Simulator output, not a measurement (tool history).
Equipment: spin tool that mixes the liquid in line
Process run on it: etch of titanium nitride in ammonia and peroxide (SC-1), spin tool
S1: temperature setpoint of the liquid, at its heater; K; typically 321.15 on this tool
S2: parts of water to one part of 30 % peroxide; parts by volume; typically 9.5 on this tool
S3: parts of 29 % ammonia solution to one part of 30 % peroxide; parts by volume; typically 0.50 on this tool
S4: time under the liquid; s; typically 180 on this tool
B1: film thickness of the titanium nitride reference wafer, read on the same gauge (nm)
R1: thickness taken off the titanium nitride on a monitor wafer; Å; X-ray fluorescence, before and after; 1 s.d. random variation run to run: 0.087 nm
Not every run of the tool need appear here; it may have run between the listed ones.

run	hour	S1	S2	S3	S4	B1	R1
1	0.0	321.15	7.5	0.50	180	50.03	156.1
2	33.7	321.15	12.5	0.35	180	50.01	110.5
3	66.3	318.65	5.5	0.75	140	50.03	125.7
# hour 153.9: new drum of ammonia solution connected
4	155.8	321.15	9.5	0.50	180	50.03	138.3
5	216.1	321.15	14.0	0.50	250	50.01	154.4
6	254.4	324.15	9.5	0.50	180	49.99	168.5
# hour 292.5: thermometer replaced
# hour 299.5: heated supply line repaired
7	303.6	325.65	14.0	0.50	110	50.01	93.1
8	361.9	321.15	9.5	0.50	280	49.97	212.9
# hour 363.8: ammonia flow meter replaced
9	389.6	329.65	11.5	0.50	90	50.03	113.4
10	448.7	325.65	9.5	0.25	180	50.01	167.8
11	652.2	321.15	6.5	0.50	180	49.98	166.2
12	685.3	311.65	9.5	0.50	75	50.00	29.2
# hour 713.8: new drum of ammonia solution connected
13	725.1	321.15	12.5	0.40	270	50.03	172.3
14	926.7	330.65	13.5	0.30	180	50.02	200.7
15	997.4	315.65	9.5	0.50	180	50.05	93.0
# hour 1000.5: thermometer replaced
16	1035.0	321.15	8.0	0.50	260	50.01	221.2
17	1096.7	321.15	9.5	0.40	180	50.00	134.1
18	1151.4	314.65	12.0	0.35	180	49.97	71.9
19	1200.4	321.15	8.0	0.50	180	50.00	149.8
20	1263.0	321.15	8.0	0.50	180	49.99	150.8
# hour 1288.7: new drum of ammonia solution connected
21	1333.7	321.15	9.5	0.30	180	50.04	125.9
22	1379.3	321.15	9.5	0.50	180	49.97	137.4
23	1589.0	321.15	9.5	0.50	180	49.98	136.1
24	1651.6	321.15	9.5	0.50	180	50.00	137.2

Forecast each of these 4 alternatives for the next run:
A	1652.1	321.15	9.5	0.50	180	?	?
B	1652.1	321.15	11.0	0.50	260	?	?
C	1652.1	325.65	8.0	0.65	280	?	?
D	1652.1	321.15	9.5	0.30	145	?	?

run	B1	R1
A	49.95	138.5
B	49.95	185.2
C	49.95	336.3
D	49.95	101.7
The same runs, with their run-to-run variation unchanged, on a tool lacking any hidden condition would have given:
run	R1
A	141.3
B	189.0
C	342.7
D	103.9

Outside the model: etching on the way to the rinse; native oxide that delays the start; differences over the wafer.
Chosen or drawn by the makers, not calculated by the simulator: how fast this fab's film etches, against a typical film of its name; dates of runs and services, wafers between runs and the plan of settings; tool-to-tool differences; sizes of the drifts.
